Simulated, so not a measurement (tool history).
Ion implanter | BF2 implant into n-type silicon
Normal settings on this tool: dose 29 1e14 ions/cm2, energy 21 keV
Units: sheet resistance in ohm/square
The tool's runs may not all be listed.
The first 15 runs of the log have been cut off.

run     day   dose  energy  read-back reference wafer on the same gauge, sheet resistance  sheet resistance
 16  15.675     29    17.5                                                         116.07            154.35
 17  16.475     29      21                                                         115.92            142.61
     17.246  -- extraction supply calibrated
 18   17.45  22.51      25                                                          116.1            133.59
     18.529  -- Faraday cup replaced and dose calibrated
 19  18.562     29      21                                                         116.02            143.26
 20  20.004     29      14                                                         116.11            169.66
 21  21.212  32.81      21                                                         116.06            141.36
 22  21.833   31.4      21                                                         115.96            142.06
     23.112  -- gauge calibrated
 23  23.292   25.5      21                                                         115.95            144.12
 24  24.771  35.46      24                                                         115.89            132.24
 25  25.692     29    24.5                                                         116.03            132.66
 26  26.312     29      21                                                         116.01            142.78
 27   27.55     29      27                                                         115.95            127.09
 28  28.829   34.9      17                                                         116.09            153.58
 29  30.117  25.93    17.5                                                         115.97            156.12
 30  31.146  22.18      21                                                         116.01             145.4
 31  32.562  22.89    14.5                                                         116.01            170.23
 32  33.288  35.94    24.5                                                         115.96            131.24
 33  34.146  25.93    17.5                                                         115.96            155.64

Branching from run 33: 5 alternative next runs. What would each branch give?
  A  34.162   35.9      21                                                              ?                 ?
  B  34.162  35.89    18.5                                                              ?                 ?
  C  34.162   35.5      15                                                              ?                 ?
  D  34.162  20.58      14                                                              ?                 ?
  E  34.162  33.28      15                                                              ?                 ?

run  read-back reference wafer on the same gauge, sheet resistance  sheet resistance
  A                                                         115.97             140.6
  B                                                         115.97            148.71
  C                                                         115.97            162.66
  D                                                         115.97            174.53
  E                                                         115.97            163.57
What these runs would have given with no unlogged condition in the tool:
run  sheet resistance
  A             140.6
  B            148.71
  C            162.66
  D            174.53
  E            163.57
